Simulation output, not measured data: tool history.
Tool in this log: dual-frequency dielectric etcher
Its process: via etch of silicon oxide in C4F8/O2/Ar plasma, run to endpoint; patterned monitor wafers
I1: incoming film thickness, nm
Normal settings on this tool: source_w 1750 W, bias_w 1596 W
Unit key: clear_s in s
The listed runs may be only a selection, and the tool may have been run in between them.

Run 1, day 0.000: usual settings; I1 946.8. Result: clear_s 215.1 s.
At day 1.508: wet clean of the chamber.
Run 2, day 1.529: usual settings; I1 927.1. Result: clear_s 216.6 s.
Run 3, day 1.542: usual settings; I1 937.6. Result: clear_s 219.6 s.
Run 4, day 1.612: usual settings but source_w 2080 W, bias_w 1900 W; I1 942.6. Result: clear_s 194.9 s.
At day 2.254: source power generator calibrated.
Run 5, day 3.246: usual settings but bias_w 1747 W; I1 933.5. Result: clear_s 212.7 s.
Run 6, day 3.650: usual settings but bias_w 1747 W; I1 931.6. Result: clear_s 212.4 s.
Run 7, day 3.929: usual settings but bias_w 1747 W; I1 937.9. Result: clear_s 211.3 s.
Run 8, day 4.600: usual settings; I1 930.8. Result: clear_s 217.2 s.
Run 9, day 5.008: usual settings; I1 931.5. Result: clear_s 218.8 s.
Run 10, day 5.400: usual settings but bias_w 1468 W; I1 941.1. Result: clear_s 225.3 s.
Run 11, day 5.921: usual settings but source_w 2000 W, bias_w 1911 W; I1 934.1. Result: clear_s 196.5 s.
Run 12, day 6.500: usual settings but bias_w 1976 W; I1 944.5. Result: clear_s 205.8 s.
Run 13, day 6.817: usual settings but source_w 1460 W, bias_w 1441 W; I1 934.7. Result: clear_s 242.6 s.
Run 14, day 7.425: usual settings; I1 946.6. Result: clear_s 221.0 s.
Run 15, day 7.954: usual settings but source_w 2080 W, bias_w 1900 W; I1 928.2. Result: clear_s 190.6 s.
Run 16, day 8.583: usual settings; I1 928.6. Result: clear_s 215.8 s.
Run 17, day 9.058: usual settings but source_w 1350 W, bias_w 1944 W; I1 938.9. Result: clear_s 227.1 s.
Run 18, day 9.408: usual settings but source_w 1500 W, bias_w 1293 W; I1 932.6. Result: clear_s 245.8 s.
Run 19, day 10.150: usual settings; I1 937.7. Result: clear_s 215.7 s.
Run 20, day 10.692: usual settings but bias_w 1948 W; I1 943.3. Result: clear_s 203.8 s.
At day 11.321: bias power generator calibrated.
At day 12.208: upper electrode replaced.
Run 21, day 12.229: usual settings but source_w 1480 W; I1 948.8. Result: clear_s 234.4 s.
Run 22, day 12.246: usual settings but source_w 1460 W, bias_w 1441 W; I1 933.9. Result: clear_s 240.0 s.
Run 23, day 12.262: usual settings but source_w 1900 W, bias_w 1213 W; I1 945.0. Result: clear_s 232.3 s.
Run 24, day 12.412: usual settings but bias_w 1453 W; I1 934.3. Result: clear_s 223.7 s.
Run 25, day 12.950: usual settings but source_w 1440 W; I1 932.5. Result: clear_s 235.3 s.
Run 26, day 13.283: usual settings but source_w 1410 W, bias_w 1970 W; I1 941.9. Result: clear_s 221.3 s.
Run 27, day 13.575: usual settings but source_w 1550 W, bias_w 1901 W; I1 937.7. Result: clear_s 216.8 s.
Run 28, day 14.279: usual settings; I1 939.4. Result: clear_s 215.5 s.
Run 29, day 14.546: usual settings but source_w 2050 W, bias_w 1342 W; I1 936.1. Result: clear_s 211.5 s.
Run 30, day 14.808: usual settings; I1 928.1. Result: clear_s 216.1 s.
Run 31, day 16.000: usual settings; I1 934.2. Result: clear_s 215.8 s.
Run 32, day 16.529: usual settings; I1 940.0. Result: clear_s 215.3 s.
Run 33, day 17.038: usual settings but source_w 1950 W, bias_w 1214 W; I1 934.8. Result: clear_s 222.9 s.
Run 34, day 17.758: usual settings; I1 948.9. Result: clear_s 218.3 s.

How would selected steps in clear_s from run to run divide? Give the signed amount a tool lacking its hidden state would still show from settings, what came in and random variation, and the signed amount left for the hidden state, including any gauge scatter that is not in both of the compared results.
Hidden conditions of the tool in this case: etch rate over this chamber's usual, %; source power that arrives over what is set, %; bias power that arrives over what is set, %.
Run 1 -> 2: wet clean of the chamber. clear_s +1.5 s: hidden state +7.5, all else -6.0.
Run 4 -> 5: source_w 2080 -> 1750, bias_w 1900 -> 1747, source power generator calibrated. clear_s +17.8 s: hidden state -0.4, all else +18.2.
Run 12 -> 13: source_w 1750 -> 1460, bias_w 1976 -> 1441. clear_s +36.8 s: hidden state -0.4, all else +37.2.
Run 14 -> 15: source_w 1750 -> 2080, bias_w 1596 -> 1900. clear_s -30.4 s: hidden state +0.2, all else -30.6.
Run 20 -> 21: source_w 1750 -> 1480, bias_w 1948 -> 1596, bias power generator calibrated, upper electrode replaced. clear_s +30.6 s: hidden state -0.9, all else +31.5.

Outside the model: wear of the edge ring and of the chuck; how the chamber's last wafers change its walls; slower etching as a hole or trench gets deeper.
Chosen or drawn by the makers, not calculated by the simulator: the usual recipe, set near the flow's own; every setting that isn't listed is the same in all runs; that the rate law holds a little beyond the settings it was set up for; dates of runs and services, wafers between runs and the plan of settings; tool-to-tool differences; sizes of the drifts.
